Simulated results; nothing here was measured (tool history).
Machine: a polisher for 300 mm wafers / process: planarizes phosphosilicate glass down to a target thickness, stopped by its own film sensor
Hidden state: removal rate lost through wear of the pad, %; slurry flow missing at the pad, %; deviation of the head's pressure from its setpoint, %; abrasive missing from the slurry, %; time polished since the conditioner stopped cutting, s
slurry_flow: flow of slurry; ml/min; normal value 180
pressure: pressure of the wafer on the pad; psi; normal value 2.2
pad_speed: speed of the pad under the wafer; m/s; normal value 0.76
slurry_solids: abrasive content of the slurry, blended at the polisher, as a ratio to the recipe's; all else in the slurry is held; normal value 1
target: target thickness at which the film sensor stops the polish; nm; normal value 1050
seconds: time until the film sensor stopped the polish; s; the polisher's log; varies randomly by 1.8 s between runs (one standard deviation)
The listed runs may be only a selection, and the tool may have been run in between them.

| run | hour | slurry_flow | pressure | pad_speed | slurry_solids | target | wafers since the last listed run | wafers polished on this pad | hours since the slurry nozzle was cleaned | hours since the head pressure was calibrated | hours since the slurry blender was calibrated | hours since the conditioning disc was replaced | incoming thickness of the incoming film, nm | seconds |
|---|---|---|---|---|---|---|---|---|---|---|---|---|---|---|
| 1 | 0 | 195 | 2 | 0.76 | 1 | 1050 | 0 | 1270 | 17.8 | 321.6 | 33.4 | 144.3 | 1621.2 | 136.4 |
| 2 | 51.4 | 195 | 2 | 0.76 | 1 | 1050 | 378 | 1648 | 69.2 | 373 | 84.8 | 195.7 | 1596.7 | 128 |
|  | 103.6 | worn pad replaced by a new one |
| 3 | 177.2 | 180 | 2.2 | 0.76 | 0.8 | 1050 | 897 | 542 | 195 | 498.8 | 210.6 | 321.5 | 1625.5 | 140.1 |
|  | 185.9 | head pressure recalibrated |
| 4 | 207.4 | 180 | 2 | 0.76 | 0.85 | 1050 | 207 | 750 | 225.2 | 21.5 | 240.8 | 351.7 | 1622 | 131.3 |
| 5 | 237 | 180 | 2.8 | 0.76 | 1 | 1050 | 218 | 968 | 254.8 | 51.1 | 270.4 | 381.3 | 1621.7 | 89.4 |
|  | 272.2 | slurry blender recalibrated |
| 6 | 300.8 | 180 | 2.8 | 0.76 | 1 | 1050 | 455 | 1424 | 318.6 | 114.9 | 28.6 | 445.1 | 1636.1 | 94.3 |
|  | 329.5 | conditioning disc replaced and pad reconditioned |
| 7 | 339 | 180 | 2.2 | 0.76 | 1 | 1169 | 266 | 1691 | 356.8 | 153.1 | 66.8 | 9.5 | 1613.2 | 95.4 |
| 8 | 405.4 | 180 | 2.2 | 0.76 | 1 | 1169 | 489 | 2180 | 423.2 | 219.5 | 133.2 | 75.9 | 1624.5 | 99.1 |
|  | 419.2 | slurry nozzle cleaned |
|  | 423.2 | worn pad replaced by a new one |
| 9 | 462.1 | 180 | 2.2 | 0.76 | 1 | 990 | 381 | 286 | 42.9 | 276.2 | 189.9 | 132.6 | 1619 | 135.7 |
| 10 | 507.2 | 180 | 2.2 | 0.76 | 1 | 990 | 332 | 618 | 88 | 321.3 | 235 | 177.7 | 1594.7 | 131.7 |
| 11 | 565.3 | 180 | 2.2 | 0.76 | 1 | 990 | 428 | 1047 | 146.1 | 379.4 | 293.1 | 235.8 | 1580.6 | 131.7 |
|  | 596.6 | slurry blender recalibrated |
| 12 | 597.1 | 145 | 2.2 | 0.76 | 1 | 1050 | 219 | 1267 | 177.9 | 411.2 | 0.5 | 267.6 | 1626.8 | 129.8 |
| 13 | 632.3 | 180 | 1.4 | 0.76 | 1 | 1121 | 259 | 1526 | 213.1 | 446.4 | 35.7 | 302.8 | 1598.6 | 167 |
| 14 | 663.1 | 180 | 2.2 | 0.76 | 1.1 | 958 | 227 | 1753 | 243.9 | 477.2 | 66.5 | 333.6 | 1584.7 | 135.2 |
|  | 677.6 | worn pad replaced by a new one |
| 15 | 707.3 | 180 | 2.2 | 0.76 | 0.85 | 1050 | 296 | 218 | 288.1 | 521.4 | 110.7 | 377.8 | 1603.8 | 126.9 |
|  | 724.4 | head pressure recalibrated |
| 16 | 760.3 | 180 | 2.2 | 0.58 | 1 | 1050 | 375 | 594 | 341.1 | 35.9 | 163.7 | 430.8 | 1614.3 | 138.1 |
|  | 779.9 | conditioning disc replaced and pad reconditioned |
| 17 | 838.1 | 180 | 2.2 | 0.58 | 0.8 | 1050 | 558 | 1153 | 418.9 | 113.7 | 241.5 | 58.2 | 1585.6 | 148.8 |
|  | 864 | slurry blender recalibrated |
| 18 | 864.5 | 225 | 2.2 | 0.76 | 1 | 1050 | 179 | 1333 | 445.3 | 140.1 | 0.5 | 84.6 | 1595.7 | 108 |
| 19 | 927.4 | 180 | 2.2 | 0.76 | 1 | 1050 | 463 | 1797 | 508.2 | 203 | 63.4 | 147.5 | 1611.7 | 118.5 |
|  | 953.9 | slurry nozzle cleaned |
|  | 974.7 | worn pad replaced by a new one |
| 20 | 981.3 | 115 | 1.8 | 0.76 | 1 | 1137 | 360 | 48 | 27.4 | 256.9 | 117.3 | 201.4 | 1613.9 | 130.3 |
| 21 | 1055.3 | 235 | 2.2 | 0.76 | 1.15 | 1050 | 545 | 594 | 101.4 | 330.9 | 191.3 | 275.4 | 1597 | 109.9 |
| 22 | 1093 | 180 | 2.2 | 0.76 | 1 | 1050 | 277 | 871 | 139.1 | 368.6 | 229 | 313.1 | 1596.8 | 118 |
| 23 | 1144.7 | 115 | 2.6 | 0.92 | 1 | 1050 | 381 | 1253 | 190.8 | 420.3 | 280.7 | 364.8 | 1593.2 | 91.4 |
|  | 1148.8 | slurry blender recalibrated |
| 24 | 1215.8 | 145 | 2.2 | 0.76 | 1 | 1050 | 509 | 1762 | 261.9 | 491.4 | 67 | 435.9 | 1599.4 | 123.1 |
|  | 1240.1 | worn pad replaced by a new one |
|  | 1245.5 | conditioning disc replaced and pad reconditioned |
| 25 | 1246 | 180 | 2.2 | 0.76 | 1 | 963 | 178 | 28 | 292.1 | 521.6 | 97.2 | 0.5 | 1615.5 | 145.8 |
|  | 1285 | head pressure recalibrated |
| 26 | 1317 | 115 | 2.2 | 0.5 | 1 | 1050 | 508 | 537 | 363.1 | 32 | 168.2 | 71.5 | 1613.9 | 165.8 |

Each row is a separate what-if for the run after 26, all from the same tool condition, not one after another. Results?
| A | 1317.5 | 180 | 2.2 | 0.76 | 1 | 1050 | 3 | 540 | 363.6 | 32.5 | 168.7 | 72 | 1594.4 | ? |
| B | 1317.5 | 180 | 2.8 | 0.76 | 1.3 | 1050 | 3 | 540 | 363.6 | 32.5 | 168.7 | 72 | 1594.4 | ? |
| C | 1317.5 | 180 | 2.2 | 0.58 | 0.7 | 1050 | 3 | 540 | 363.6 | 32.5 | 168.7 | 72 | 1594.4 | ? |

| run | seconds |
|---|---|
| A | 107.7 |
| B | 76.7 |
| C | 152.1 |
Take away the tool's hidden state, keep each run's random variation, and the runs would have read:
| run | seconds |
|---|---|
| A | 106 |
| B | 75.6 |
| C | 149.8 |
